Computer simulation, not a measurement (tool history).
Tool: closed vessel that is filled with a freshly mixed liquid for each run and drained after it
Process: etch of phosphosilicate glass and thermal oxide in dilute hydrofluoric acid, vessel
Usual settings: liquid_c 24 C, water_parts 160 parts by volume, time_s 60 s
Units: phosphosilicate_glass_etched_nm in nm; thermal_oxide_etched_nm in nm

| run | hour | liquid_c | water_parts | time_s | read-back film thickness of the phosphosilicate glass reference wafer, read on the same gauge (nm) | read-back film thickness of the thermal oxide reference wafer, read on the same gauge (nm) | phosphosilicate_glass_etched_nm | thermal_oxide_etched_nm |
|---|---|---|---|---|---|---|---|---|
| 1 | 0 | 24 | 160 | 60 | 139.98 | 70.002 | 36.53 | 1.686 |
| 2 | 13.2 | 24 | 160 | 60 | 139.94 | 70.005 | 36.56 | 1.607 |
| 3 | 27.9 | 24 | 160 | 60 | 140.05 | 70.014 | 36.34 | 1.592 |
| 4 | 56.3 | 24 | 160 | 60 | 139.95 | 69.988 | 36.48 | 1.649 |
| 5 | 72.5 | 24 | 160 | 60 | 140.04 | 69.996 | 36.5 | 1.618 |
| 6 | 92.7 | 24 | 160 | 60 | 139.98 | 70.015 | 36.33 | 1.64 |
|  | 105.7 | gauge calibrated |
| 7 | 106.6 | 24 | 160 | 60 | 139.97 | 70.002 | 36.35 | 1.566 |
|  | 110.2 | hydrofluoric acid flow meter replaced |
|  | 125.1 | thermometer replaced |
| 8 | 128.8 | 24 | 160 | 60 | 140.04 | 69.995 | 35.96 | 1.629 |
| 9 | 158.1 | 24 | 115 | 60 | 139.98 | 70.012 | 52.7 | 2.411 |
| 10 | 194 | 24 | 160 | 60 | 140.03 | 70.016 | 35.87 | 1.517 |
| 11 | 214.8 | 24 | 160 | 60 | 140.04 | 69.998 | 35.83 | 1.597 |
| 12 | 232 | 28 | 130 | 60 | 140.03 | 69.996 | 52.99 | 2.363 |
| 13 | 245.2 | 25.5 | 230 | 60 | 139.99 | 69.99 | 24.29 | 1.06 |
| 14 | 264.6 | 20 | 125 | 45 | 140.02 | 70.001 | 30.39 | 1.287 |
| 15 | 280.9 | 24 | 195 | 85 | 140.07 | 70.012 | 39.89 | 1.807 |
| 16 | 310.3 | 27 | 195 | 50 | 139.97 | 69.972 | 26.14 | 1.183 |

4 ways to go on from here, each from the tool as it stands after run 16. What would each give?
| A | 311 | 24 | 120 | 60 | ? | ? | ? | ? |
| B | 311 | 20.5 | 190 | 60 | ? | ? | ? | ? |
| C | 311 | 24 | 160 | 70 | ? | ? | ? | ? |
| D | 311 | 24 | 120 | 95 | ? | ? | ? | ? |

| run | read-back film thickness of the phosphosilicate glass reference wafer, read on the same gauge (nm) | read-back film thickness of the thermal oxide reference wafer, read on the same gauge (nm) | phosphosilicate_glass_etched_nm | thermal_oxide_etched_nm |
|---|---|---|---|---|
| A | 140 | 70.012 | 49.93 | 2.209 |
| B | 140 | 70.012 | 25.49 | 1.128 |
| C | 140 | 70.012 | 41.69 | 1.844 |
| D | 140 | 70.012 | 79.06 | 3.498 |
Without the tool's hidden state the same runs would have given:
| run | phosphosilicate_glass_etched_nm | thermal_oxide_etched_nm |
|---|---|---|
| A | 50.23 | 2.222 |
| B | 25.66 | 1.135 |
| C | 41.96 | 1.856 |
| D | 79.53 | 3.519 |

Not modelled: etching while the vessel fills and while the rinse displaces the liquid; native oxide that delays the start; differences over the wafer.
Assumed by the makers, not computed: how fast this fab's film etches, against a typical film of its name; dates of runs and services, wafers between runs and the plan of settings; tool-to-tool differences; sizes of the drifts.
